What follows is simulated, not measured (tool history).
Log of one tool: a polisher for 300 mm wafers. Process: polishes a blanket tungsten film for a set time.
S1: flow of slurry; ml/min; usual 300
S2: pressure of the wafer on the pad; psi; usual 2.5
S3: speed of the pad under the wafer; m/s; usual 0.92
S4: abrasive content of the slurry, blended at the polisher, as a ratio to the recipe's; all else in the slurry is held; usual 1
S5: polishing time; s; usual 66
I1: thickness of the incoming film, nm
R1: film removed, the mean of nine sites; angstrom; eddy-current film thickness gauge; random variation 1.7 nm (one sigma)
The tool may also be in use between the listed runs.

Run 1, hour 0: usual settings; I1 672.3. Result: R1 1853 angstrom.
Run 2, hour 30.8: usual settings; I1 664.9. Result: R1 1853 angstrom.
Run 3, hour 65.9: usual settings; I1 672.9. Result: R1 1847 angstrom.
At hour 84.2: worn pad replaced by a new one.
At hour 90.6: slurry tank refilled with fresh slurry and peroxide.
Run 4, hour 128: usual settings; I1 682.6. Result: R1 1834 angstrom.
Run 5, hour 146: usual settings; I1 671. Result: R1 1827 angstrom.
Run 6, hour 167.7: usual settings; I1 673.5. Result: R1 1798 angstrom.
Run 7, hour 180.8: usual settings; I1 678.2. Result: R1 1791 angstrom.
Run 8, hour 202.4: usual settings; I1 676.1. Result: R1 1795 angstrom.
At hour 231.7: slurry blender recalibrated.
At hour 234.6: worn pad replaced by a new one.
Run 9, hour 235.1: usual settings; I1 664.5. Result: R1 1786 angstrom.
Run 10, hour 249.2: usual settings; I1 670.5. Result: R1 1807 angstrom.
At hour 262.9: slurry tank refilled with fresh slurry and peroxide.
At hour 267.1: slurry nozzle cleaned.
Run 11, hour 279.9: usual settings; I1 682.2. Result: R1 1917 angstrom.
Run 12, hour 313.2: usual settings but S1 235 ml/min, S3 0.66 m/s, S5 44 s; I1 671.5. Result: R1 938 angstrom.
Run 13, hour 328.3: usual settings; I1 662.2. Result: R1 1877 angstrom.
Run 14, hour 359.6: usual settings but S2 3.4 psi, S5 58 s; I1 660.2. Result: R1 2270 angstrom.
Run 15, hour 373.5: usual settings but S2 2.8 psi, S3 1.16 m/s; I1 671. Result: R1 2582 angstrom.
Run 16, hour 394.3: usual settings but S3 0.7 m/s, S4 0.85; I1 676.6. Result: R1 1458 angstrom.
At hour 411.7: worn pad replaced by a new one.
Run 17, hour 429.8: usual settings; I1 673. Result: R1 1898 angstrom.
At hour 434.1: head pressure recalibrated.
At hour 436.5: slurry tank refilled with fresh slurry and peroxide.
Run 18, hour 446.7: usual settings but S5 58 s; I1 680.9. Result: R1 1658 angstrom.
Run 19, hour 470.7: usual settings but S1 380 ml/min, S2 3 psi, S3 0.76 m/s, S4 1.15; I1 678.2. Result: R1 2053 angstrom.
Run 20, hour 504.3: usual settings but S1 235 ml/min, S2 3.1 psi, S3 0.74 m/s, S4 0.9; I1 684.9. Result: R1 1884 angstrom.
Run 21, hour 540.3: usual settings but S2 2.1 psi; I1 677.9. Result: R1 1585 angstrom.
At hour 545.7: worn pad replaced by a new one.
Run 22, hour 561.2: usual settings but S3 1.16 m/s, S5 50 s; I1 667.1. Result: R1 1756 angstrom.
Run 23, hour 576.1: usual settings but S2 3.2 psi, S3 0.66 m/s; I1 673.7. Result: R1 1833 angstrom.
At hour 589.5: slurry tank refilled with fresh slurry and peroxide.
Run 24, hour 608.8: usual settings but S1 240 ml/min, S2 1.9 psi, S3 1.14 m/s, S4 1.15; I1 664.1. Result: R1 1727 angstrom.
Run 25, hour 627: usual settings but S1 330 ml/min, S5 53 s; I1 667.3. Result: R1 1521 angstrom.

Forecast each of these 5 alternatives for the next run:
Run A, hour 627.4: usual settings; I1 671.2. Result: R1 ?.
Run B, hour 627.4: usual settings but S2 3.1 psi, S4 0.9, S5 59 s; I1 671.2. Result: R1 ?.
Run C, hour 627.4: usual settings but S1 210 ml/min, S2 1.7 psi, S5 51 s; I1 671.2. Result: R1 ?.
Run D, hour 627.4: usual settings but S4 0.7; I1 671.2. Result: R1 ?.
Run E, hour 627.4: usual settings but S2 3.2 psi, S3 0.74 m/s; I1 671.2. Result: R1 ?.

run    R1
  A  1880
  B  2036
  C   941
  D  1739
  E  2007
Without the tool's hidden state the same runs would have given:
run    R1
  A  1904
  B  2061
  C   958
  D  1761
  E  2032

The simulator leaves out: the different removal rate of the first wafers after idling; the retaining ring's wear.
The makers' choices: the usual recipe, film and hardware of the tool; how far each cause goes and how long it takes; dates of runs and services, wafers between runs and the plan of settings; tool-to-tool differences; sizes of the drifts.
